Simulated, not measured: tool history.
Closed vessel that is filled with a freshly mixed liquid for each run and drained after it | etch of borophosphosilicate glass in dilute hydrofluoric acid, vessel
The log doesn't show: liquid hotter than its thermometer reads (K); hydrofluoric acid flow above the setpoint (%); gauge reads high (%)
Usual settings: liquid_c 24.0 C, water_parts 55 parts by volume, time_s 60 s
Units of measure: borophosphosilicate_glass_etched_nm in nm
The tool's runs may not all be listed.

run     day  liquid_c  water_parts  time_s  wafers since the last listed run  hours since the thermometer was replaced  hours since the hydrofluoric acid flow meter was replaced  hours since the gauge calibration  read-back film thickness of the borophosphosilicate glass reference wafer, read on the same gauge (nm)  borophosphosilicate_glass_etched_nm
  1   0.000      24.0           55      60                                 0                                     903.1                                                      422.9                             1633.9                                                                                                   50.00                                54.80
  2   1.592      24.0           55      60                              4208                                     941.3                                                      461.1                             1672.1                                                                                                   50.00                                55.06
  3   4.892      24.0           55      60                              8726                                    1020.5                                                      540.3                             1751.3                                                                                                   50.00                                55.25
  4   6.975      24.0           55      60                              5508                                    1070.5                                                      590.3                             1801.3                                                                                                   49.97                                55.32
  5   8.617      24.0           55      60                              4340                                    1109.9                                                      629.7                             1840.7                                                                                                   50.02                                55.09
  6  12.046      24.0           55      60                              9067                                    1192.2                                                      712.0                             1923.0                                                                                                   50.01                                55.66
  7  13.854      24.0           55      60                              4781                                    1235.6                                                      755.4                             1966.4                                                                                                   50.00                                55.44
     17.046  -- thermometer replaced
  8  17.671      24.0           55      35                              9982                                      15.0                                                      847.0                             2058.0                                                                                                   50.00                                32.71
  9  21.575      24.0           55      35                             10323                                     108.7                                                      940.7                             2151.7                                                                                                   50.00                                32.44
 10  23.346      24.0           55      35                              4682                                     151.2                                                      983.2                             2194.2                                                                                                   50.00                                32.31
 11  26.650      21.5           65      60                              8737                                     230.5                                                     1062.5                             2273.5                                                                                                   50.01                                42.35
 12  29.212      24.0           55      60                              6775                                     292.0                                                     1124.0                             2335.0                                                                                                   50.01                                56.46
 13  33.612      28.0           40      40                             11634                                     397.6                                                     1229.6                             2440.6                                                                                                   50.00                                62.64
 14  35.771      24.0           55      60                              5707                                     449.4                                                     1281.4                             2492.4                                                                                                   50.02                                56.49
 15  38.629      21.5           70      35                              7558                                     518.0                                                     1350.0                             2561.0                                                                                                   50.01                                23.01
 16  42.046      28.0           25      30                              9034                                     600.0                                                     1432.0                             2643.0                                                                                                   50.01                                77.67
 17  43.800      24.0           55      60                              4638                                     642.1                                                     1474.1                             2685.1                                                                                                   50.01                                57.30
     47.467  -- hydrofluoric acid flow meter replaced
 18  47.954      24.0           55      60                             10874                                     741.8                                                       11.7                             2784.8                                                                                                   49.99                                54.18
 19  52.342      27.0           55      60                             11601                                     847.1                                                      117.0                             2890.1                                                                                                   50.03                                61.31
 20  55.758      21.5           40      80                              9034                                     929.1                                                      199.0                             2972.1                                                                                                   50.00                                91.46
 21  57.758      24.0           55      60                              5288                                     977.1                                                      247.0                             3020.1                                                                                                   49.99                                54.87
 22  61.162      22.5           25      95                              9001                                    1058.8                                                      328.7                             3101.8                                                                                                   49.99                               185.91
 23  64.646      24.0           55      60                              9210                                    1142.4                                                      412.3                             3185.4                                                                                                   50.01                                55.07
     65.633  -- thermometer replaced
     67.242  -- gauge calibrated
 24  68.692      24.0           55      80                             10588                                      73.4                                                      509.4                               34.8                                                                                                   50.01                                72.81
 25  72.067      24.0           55      60                              8924                                     154.4                                                      590.4                              115.8                                                                                                   50.02                                55.44
 26  73.662      24.0           65      60                              4219                                     192.7                                                      628.7                              154.1                                                                                                   50.00                                45.69
 27  77.858      21.5           30      80                             11094                                     293.4                                                      729.4                              254.8                                                                                                   50.00                               125.79
 28  80.600      24.0           55      35                              7249                                     359.2                                                      795.2                              320.6                                                                                                   49.98                                32.63
 29  83.646      19.5           80      45                              8053                                     432.3                                                      868.3                              393.7                                                                                                   50.02                                22.98
 30  86.779      24.0           35      35                              8285                                     507.5                                                      943.5                              468.9                                                                                                   50.00                                52.12
 31  90.312      21.5           30      95                              9343                                     592.3                                                     1028.3                              553.7                                                                                                   50.00                               152.26
 32  92.054      26.5           55      60                              4605                                     634.1                                                     1070.1                              595.5                                                                                                   50.02                                62.64
 33  96.329      21.5           65      60                             11304                                     736.7                                                     1172.7                              698.1                                                                                                   49.97                                42.15

What if the next run were any one of these 3? Each begins from the tool's condition after run 33:
  A  96.358      24.0           55      60                                77                                     737.4                                                     1173.4                              698.8                                                                                                       ?                                    ?
  B  96.358      24.0           65      40                                77                                     737.4                                                     1173.4                              698.8                                                                                                       ?                                    ?
  C  96.358      21.0           40      80                                77                                     737.4                                                     1173.4                              698.8                                                                                                       ?                                    ?

run  read-back film thickness of the borophosphosilicate glass reference wafer, read on the same gauge (nm)  borophosphosilicate_glass_etched_nm
  A                                                                                                   49.98                                56.25
  B                                                                                                   49.98                                31.33
  C                                                                                                   49.98                                92.68
The same runs, with their run-to-run variation unchanged, on a tool lacking any hidden condition would have given:
run  borophosphosilicate_glass_etched_nm
  A                                53.95
  B                                30.04
  C                                88.97
